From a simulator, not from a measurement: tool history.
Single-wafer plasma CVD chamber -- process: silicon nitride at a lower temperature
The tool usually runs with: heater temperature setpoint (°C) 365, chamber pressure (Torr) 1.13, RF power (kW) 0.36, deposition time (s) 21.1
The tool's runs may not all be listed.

run	hour	heater temperature setpoint (°C)	chamber pressure (Torr)	RF power (kW)	deposition time (s)	read-back reference wafer on the same gauge, thickness_nm	mean film thickness on the monitor wafer (Å)
1	0	365	1.13	0.41	21.1	28.402	255.53
2	9.3	358	1.13	0.36	22	28.404	237.9
3	24.8	358	1.13	0.36	22	28.382	237.99
4	41.9	365	1.13	0.36	21.1	28.396	226.42
5	57.2	365	1.13	0.36	21.1	28.364	227.26
# hour 65.7: showerhead replaced
6	71.4	365	1.13	0.305	21.1	28.399	191.47
# hour 92.5: capacitance manometer re-zeroed and calibrated
7	93	365	1.13	0.36	21.1	28.403	228.41
8	101.7	365	1.13	0.36	21.1	28.386	227.54
9	113.2	365	1.13	0.36	21.1	28.4	226.26
10	123.2	361	1.13	0.34	21.1	28.4	215.22
11	130.5	365	1.13	0.36	21.1	28.41	226.45
12	144.8	365	0.93	0.36	21.1	28.431	219.83
# hour 159.5: RF generator calibrated
13	160.7	365	1.13	0.36	21.1	28.38	235.17
14	175.9	365	0.94	0.36	21.1	28.396	231.29
15	193.7	365	1.13	0.36	21.1	28.377	236.29
16	202.9	365	1.13	0.36	17.6	28.393	196.58
17	215.4	355	0.97	0.36	18.5	28.405	202.07
18	229.1	376	1.06	0.36	24.8	28.428	271.34
19	277.1	370	1.13	0.36	21.1	28.43	232.37
20	286.6	352	1.13	0.36	23.5	28.377	260.43
21	303	365	1.31	0.36	21.1	28.39	239.9
22	312.2	365	1.31	0.305	19.4	28.403	186.47
23	328.1	361	1.13	0.405	21.1	28.429	255.46
24	340.6	361	1.13	0.34	21.1	28.413	220.66
25	355.5	365	1	0.425	17.2	28.4	215.81
26	368.7	380	1.13	0.36	18.8	28.399	206.3
27	385.5	365	1.13	0.36	21.1	28.421	232.61
28	396.5	365	1.13	0.36	17.9	28.352	195.9
29	404.2	365	1.13	0.36	21.1	28.414	230.8

Here are 4 independent what-if runs from the current tool condition. What would each one return?
A	404.6	365	1.13	0.36	21.1	?	?
B	404.6	352	1.13	0.32	18.8	?	?
C	404.6	379	1.13	0.41	21.1	?	?
D	404.6	358	1.23	0.385	19.7	?	?

run	read-back reference wafer on the same gauge, thickness_nm	mean film thickness on the monitor wafer (Å)
A	28.36	231.33
B	28.36	185.1
C	28.36	257.26
D	28.36	233.08
With the hidden condition removed and each run's random variation left untouched, the same runs would have given:
run	mean film thickness on the monitor wafer (Å)
A	236.96
B	189.88
C	263.11
D	238.62

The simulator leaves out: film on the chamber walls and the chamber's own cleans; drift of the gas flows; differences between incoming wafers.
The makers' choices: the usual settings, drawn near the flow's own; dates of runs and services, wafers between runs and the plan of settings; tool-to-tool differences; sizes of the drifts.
